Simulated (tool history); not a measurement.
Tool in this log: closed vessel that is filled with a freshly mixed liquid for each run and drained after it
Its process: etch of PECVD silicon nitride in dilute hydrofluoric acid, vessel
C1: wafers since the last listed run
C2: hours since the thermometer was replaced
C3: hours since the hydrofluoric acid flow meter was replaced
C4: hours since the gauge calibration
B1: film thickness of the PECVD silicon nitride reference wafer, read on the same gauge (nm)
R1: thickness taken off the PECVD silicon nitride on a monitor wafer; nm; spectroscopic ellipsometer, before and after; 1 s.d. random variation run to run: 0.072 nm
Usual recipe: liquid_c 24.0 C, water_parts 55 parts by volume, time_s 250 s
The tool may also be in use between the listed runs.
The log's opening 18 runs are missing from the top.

run 19 hour=227.1 | liquid_c=29.0 water_parts=70 time_s=360 | C1=858 C2=41.8 C3=87.7 C4=473.0 | B1=100.02 | R1=15.87
run 20 hour=236.9 | liquid_c=24.0 water_parts=55 time_s=250 | C1=850 C2=51.6 C3=97.5 C4=482.8 | B1=100.03 | R1=10.02
-- hour=249.2 gauge calibrated
run 21 hour=254.0 | liquid_c=22.5 water_parts=55 time_s=105 | C1=1483 C2=68.7 C3=114.6 C4=4.8 | B1=99.99 | R1=3.80
run 22 hour=269.4 | liquid_c=21.5 water_parts=40 time_s=370 | C1=1335 C2=84.1 C3=130.0 C4=20.2 | B1=99.99 | R1=17.28
run 23 hour=285.7 | liquid_c=24.0 water_parts=35 time_s=180 | C1=1413 C2=100.4 C3=146.3 C4=36.5 | B1=100.04 | R1=11.40
run 24 hour=295.8 | liquid_c=28.0 water_parts=55 time_s=175 | C1=876 C2=110.5 C3=156.4 C4=46.6 | B1=99.97 | R1=9.24
run 25 hour=308.6 | liquid_c=29.0 water_parts=55 time_s=250 | C1=1110 C2=123.3 C3=169.2 C4=59.4 | B1=100.00 | R1=13.97
run 26 hour=314.8 | liquid_c=26.5 water_parts=55 time_s=300 | C1=537 C2=129.5 C3=175.4 C4=65.6 | B1=99.98 | R1=14.38
run 27 hour=323.9 | liquid_c=24.0 water_parts=55 time_s=250 | C1=789 C2=138.6 C3=184.5 C4=74.7 | B1=100.02 | R1=9.99
run 28 hour=333.6 | liquid_c=24.0 water_parts=55 time_s=250 | C1=841 C2=148.3 C3=194.2 C4=84.4 | B1=100.04 | R1=10.02
run 29 hour=350.3 | liquid_c=24.0 water_parts=55 time_s=395 | C1=1448 C2=165.0 C3=210.9 C4=101.1 | B1=100.04 | R1=16.06
run 30 hour=368.1 | liquid_c=24.0 water_parts=55 time_s=250 | C1=1543 C2=182.8 C3=228.7 C4=118.9 | B1=100.07 | R1=9.89
run 31 hour=384.7 | liquid_c=19.0 water_parts=30 time_s=395 | C1=1439 C2=199.4 C3=245.3 C4=135.5 | B1=99.96 | R1=20.35

Forecast each of these 5 alternatives for the next run:
run A hour=385.4 | liquid_c=26.0 water_parts=55 time_s=250 | C1=60 C2=200.1 C3=246.0 C4=136.2 | B1=? | R1=?
run B hour=385.4 | liquid_c=28.5 water_parts=40 time_s=250 | C1=60 C2=200.1 C3=246.0 C4=136.2 | B1=? | R1=?
run C hour=385.4 | liquid_c=21.5 water_parts=25 time_s=195 | C1=60 C2=200.1 C3=246.0 C4=136.2 | B1=? | R1=?
run D hour=385.4 | liquid_c=24.0 water_parts=85 time_s=315 | C1=60 C2=200.1 C3=246.0 C4=136.2 | B1=? | R1=?
run E hour=385.4 | liquid_c=24.0 water_parts=55 time_s=350 | C1=60 C2=200.1 C3=246.0 C4=136.2 | B1=? | R1=?

run=A B1=100.01 R1=11.51
run=B B1=100.01 R1=18.55
run=C B1=100.01 R1=14.22
run=D B1=100.01 R1=8.27
run=E B1=100.01 R1=14.10
With no hidden state in the tool, these same runs would have given:
run=A R1=11.51
run=B R1=18.55
run=C R1=14.22
run=D R1=8.27
run=E R1=14.10
